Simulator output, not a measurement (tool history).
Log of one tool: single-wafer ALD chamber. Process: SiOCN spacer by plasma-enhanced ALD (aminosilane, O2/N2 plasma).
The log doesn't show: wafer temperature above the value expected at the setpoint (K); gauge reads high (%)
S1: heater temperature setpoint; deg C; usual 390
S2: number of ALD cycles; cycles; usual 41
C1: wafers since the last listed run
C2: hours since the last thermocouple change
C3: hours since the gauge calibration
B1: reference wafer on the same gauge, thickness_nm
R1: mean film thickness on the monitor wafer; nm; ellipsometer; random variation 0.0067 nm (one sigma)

run    hour   S1  S2    C1      C2      C3     B1     R1
  1     0.0  390  41     0   371.3   949.2  2.382  2.700
  2    31.7  390  41   238   403.0   980.9  2.379  2.693
  3    86.0  390  41   408   457.3  1035.2  2.380  2.688
  4   114.3  390  41   213   485.6  1063.5  2.379  2.695
  5   228.2  390  41   857   599.5  1177.4  2.381  2.694
  6   278.0  390  41   375   649.3  1227.2  2.380  2.684
  7   390.0  379  41   843   761.3  1339.2  2.379  2.699
  8   416.4  379  41   198   787.7  1365.6  2.380  2.692
  9   454.6  390  47   287   825.9  1403.8  2.379  3.092
 10   506.6  390  47   391   877.9  1455.8  2.380  3.091
 11   703.8  390  47  1484  1075.1  1653.0  2.383  3.077
 12   759.4  390  41   418  1130.7  1708.6  2.379  2.677
      798.9  -- thermocouple changed; heater temperature recalibrated
 13   825.9  390  41   440    27.0  1775.1  2.380  2.676
 14   869.7  390  45   329    70.8  1818.9  2.377  2.958
 15   906.1  390  41   274   107.2  1855.3  2.380  2.687
 16   934.4  400  41   213   135.5  1883.6  2.379  2.681
 17  1005.6  400  41   536   206.7  1954.8  2.380  2.678
     1033.9  -- gauge calibrated
 18  1034.7  390  41   219   235.8     0.8  2.379  2.685
 19  1059.7  390  41   188   260.8    25.8  2.378  2.684
 20  1107.3  390  48   358   308.4    73.4  2.383  3.148
 21  1133.1  390  48   194   334.2    99.2  2.378  3.152
 22  1202.4  400  46   521   403.5   168.5  2.379  2.997
 23  1352.3  394  41  1128   553.4   318.4  2.377  2.678
 24  1384.2  379  38   240   585.3   350.3  2.379  2.491
 25  1416.9  376  41   246   618.0   383.0  2.381  2.693
 26  1443.7  390  36   201   644.8   409.8  2.378  2.361
 27  1504.0  390  41   454   705.1   470.1  2.379  2.679
 28  1540.9  403  34   277   742.0   507.0  2.379  2.188
 29  1609.0  402  34   512   810.1   575.1  2.380  2.200
 30  1668.0  390  41   444   869.1   634.1  2.381  2.685
 31  1729.5  377  37   463   930.6   695.6  2.378  2.426
 32  1799.1  394  34   524  1000.2   765.2  2.380  2.228
 33  1867.2  381  36   512  1068.3   833.3  2.381  2.361
 34  1891.4  396  38   182  1092.5   857.5  2.380  2.491
 35  1916.3  404  48   187  1117.4   882.4  2.380  3.098
 36  1966.1  390  43   375  1167.2   932.2  2.381  2.809
 37  2025.2  402  48   445  1226.3   991.3  2.384  3.123
     2040.4  -- thermocouple changed; heater temperature recalibrated
 38  2214.1  382  38  1362   173.7  1180.2  2.381  2.486
 39  2272.0  402  48   436   231.6  1238.1  2.381  3.119
 40  2338.4  385  36   500   298.0  1304.5  2.379  2.361
 41  2377.8  394  39   296   337.4  1343.9  2.383  2.561
 42  2438.0  400  41   453   397.6  1404.1  2.382  2.674
 43  2646.4  377  41  1569   606.0  1612.5  2.382  2.686

Hidden state at the last listed run before each entry between runs and at the first one after, where it differs:
Between runs 12 and 13: thermocouple changed; heater temperature recalibrated (hour 798.9)
  no hidden state differs between the two runs
Between runs 17 and 18: gauge calibrated (hour 1033.9)
  no hidden state differs between the two runs
Between runs 37 and 38: thermocouple changed; heater temperature recalibrated (hour 2040.4)
  no hidden state differs between the two runs
